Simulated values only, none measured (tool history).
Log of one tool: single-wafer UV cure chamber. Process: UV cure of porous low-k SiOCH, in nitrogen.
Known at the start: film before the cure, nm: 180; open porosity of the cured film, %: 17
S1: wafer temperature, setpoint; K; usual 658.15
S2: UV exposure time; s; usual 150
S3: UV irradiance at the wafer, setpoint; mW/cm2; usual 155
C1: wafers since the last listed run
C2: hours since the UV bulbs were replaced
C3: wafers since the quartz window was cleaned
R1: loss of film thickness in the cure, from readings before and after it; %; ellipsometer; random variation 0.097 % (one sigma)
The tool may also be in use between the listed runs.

run	hour	S1	S2	S3	C1	C2	C3	R1
1	0	645.15	150	155	0	1894.4	6	9.379
2	60.8	658.15	80	155	499	1955.2	505	6.906
3	126.1	658.15	150	173	536	2020.5	1042	9.827
4	191.2	658.15	150	173	534	2085.6	1576	9.558
5	219.8	658.15	150	173	234	2114.2	1811	9.416
# hour 244.9: quartz window cleaned
# hour 266.1: UV bulbs replaced
6	277.8	658.15	150	155	344	11.7	204	10.974
7	331.1	658.15	150	155	437	65	642	10.748
8	385	658.15	150	155	442	118.9	1085	10.721
9	413.5	677.15	150	129	234	147.4	1319	10.027
10	473.2	670.15	150	155	490	207.1	1809	10.435
# hour 509.7: quartz window cleaned
11	523.9	658.15	185	155	350	257.8	116	11.739
12	552.3	644.15	150	195	233	286.2	349	11.454
13	582.7	658.15	150	173	249	316.6	599	11.077
14	623.3	672.15	150	155	333	357.2	932	10.568
15	691.2	678.15	125	143	557	425.1	1490	9.327
16	721.3	658.15	150	119	247	455.2	1737	8.666
17	749	667.15	120	182	227	482.9	1964	9.642

3 ways to go on from here, each from the tool as it stands after run 17. What would each give?
A	749.5	658.15	150	191	4	483.4	1968	?
B	749.5	663.15	200	155	4	483.4	1968	?
C	749.5	658.15	120	188	4	483.4	1968	?

run	R1
A	10.623
B	11.056
C	9.6
Without the tool's hidden state the same runs would have given:
run	R1
A	12.421
B	12.873
C	11.346
